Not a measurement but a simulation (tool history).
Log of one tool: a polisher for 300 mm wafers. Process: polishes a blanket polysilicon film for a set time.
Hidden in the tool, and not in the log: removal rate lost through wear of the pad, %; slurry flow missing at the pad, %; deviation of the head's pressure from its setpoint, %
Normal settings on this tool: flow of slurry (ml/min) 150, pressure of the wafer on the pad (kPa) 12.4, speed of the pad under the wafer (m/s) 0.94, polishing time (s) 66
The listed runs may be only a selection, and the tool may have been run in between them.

run   hour  flow of slurry (ml/min)  pressure of the wafer on the pad (kPa)  speed of the pad under the wafer (m/s)  polishing time (s)  wafers since the last listed run  wafers polished on this pad  hours since the slurry nozzle was cleaned  hours since the head pressure was calibrated  incoming thickness of the incoming film, nm  film removed (angstrom)
  1      0                      150                                    12.4                                    0.94                  71                                 0                          138                                      247.1                                         622.4                                        923.1                     3623
  2    6.7                      150                                    12.4                                    0.94                  66                                53                          192                                      253.8                                         629.1                                        911.8                     3375
  3   16.4                      150                                    12.4                                    0.94                  66                                77                          270                                      263.5                                         638.8                                        907.2                     3293
  4   25.7                      150                                    12.4                                    0.94                  66                                74                          344                                      272.8                                         648.1                                        895.1                     3383
  5     34                      150                                    12.4                                    0.94                  66                                66                          411                                      281.1                                         656.4                                        920.8                     3315
  6   49.7                      150                                    14.5                                    0.94                  55                               126                          537                                      296.8                                         672.1                                        926.2                     3048
  7   56.2                      150                                    12.4                                    0.82                  66                                52                          589                                      303.3                                         678.6                                        920.7                     2888
  8   63.8                      150                                    12.4                                    0.82                  66                                61                          650                                      310.9                                         686.2                                        895.6                     2908
  9   80.1                      150                                    12.4                                    0.82                  66                               130                          781                                      327.2                                         702.5                                        914.6                     2850
      88.7  -- worn pad replaced by a new one
 10   95.5                      150                                    12.4                                     0.7                  51                                91                           54                                      342.6                                         717.9                                        911.1                     1894
 11  108.1                      150                                    12.4                                     0.7                  51                               101                          155                                      355.2                                         730.5                                          908                     1869
 12  118.7                      150                                    12.4                                     0.7                  51                                85                          240                                      365.8                                         741.1                                        908.9                     1880
 13  144.2                      150                                    12.4                                    0.94                  66                               204                          445                                      391.3                                         766.6                                        913.4                     3288
 14  160.4                      150                                    12.4                                    0.94                  66                               130                          575                                      407.5                                         782.8                                        909.4                     3230
 15  176.8                      150                                    12.4                                    0.94                  66                               131                          706                                      423.9                                         799.2                                        893.9                     3230
 16  193.3                      150                                    12.4                                    0.94                  66                               132                          839                                      440.4                                         815.7                                        906.8                     3244
     197.6  -- worn pad replaced by a new one
 17  203.9                      150                                    12.4                                    0.94                  66                                52                           50                                        451                                         826.3                                        921.9                     3214
     214.4  -- head pressure recalibrated
     216.6  -- slurry nozzle cleaned
 18  220.8                      150                                    12.4                                    0.66                  66                               111                          162                                        4.2                                           6.4                                        902.8                     2481
 19  234.6                      150                                    12.4                                    0.94                  55                               110                          273                                         18                                          20.2                                          904                     2898
 20  240.8                      150                                    13.8                                    1.08                  66                                49                          322                                       24.2                                          26.4                                        923.1                     4237
 21  250.1                      135                                    10.3                                    0.66                  55                                74                          397                                       33.5                                          35.7                                        914.8                     1805
 22  267.7                      150                                    12.4                                    1.24                  44                               141                          538                                       51.1                                          53.3                                        923.7                     3103
 23  284.2                      115                                    12.4                                    0.94                  72                               132                          671                                       67.6                                          69.8                                        905.5                     3602
 24  294.7                      150                                    12.4                                    0.94                  66                                84                          755                                       78.1                                          80.3                                        895.2                     3517
     303.3  -- worn pad replaced by a new one
 25  303.8                      150                                    12.4                                    0.94                  66                                40                            4                                       87.2                                          89.4                                          906                     3503
 26  343.1                      115                                    14.5                                     0.8                  81                               315                          319                                      126.5                                         128.7                                        924.4                     3750
 27  349.2                      135                                    12.4                                    0.94                  66                                48                          368                                      132.6                                         134.8                                        922.2                     3412
 28  366.9                      150                                    12.4                                    0.94                  66                               142                          510                                      150.3                                         152.5                                        910.8                     3537
 29  381.6                      150                                    12.4                                    0.94                  81                               117                          628                                        165                                         167.2                                        913.4                     4307
     392.1  -- worn pad replaced by a new one
 30  392.6                      120                                       9                                    0.94                  66                                56                            4                                        176                                         178.2                                        910.2                     2744
 31  405.1                      135                                    15.9                                     1.2                  66                               100                          104                                      188.5                                         190.7                                        914.1                     5170
 32  418.3                      125                                     8.3                                    0.66                  55                               105                          210                                      201.7                                         203.9                                        903.9                     1593

Each row is a separate what-if for the run after 32, all from the same tool condition, not one after another. Results?
  A  418.7                      150                                    12.4                                    0.94                  66                                 3                          213                                      202.1                                         204.3                                        894.1                        ?
  B  418.7                      150                                    15.2                                    0.94                  66                                 3                          213                                      202.1                                         204.3                                        894.1                        ?
  C  418.7                      150                                    12.4                                    0.84                  66                                 3                          213                                      202.1                                         204.3                                        894.1                        ?

run  film removed (angstrom)
  A                     3478
  B                     3941
  C                     3108
Had the tool no hidden state, the same runs would have come out as:
run  film removed (angstrom)
  A                     3498
  B                     3965
  C                     3126
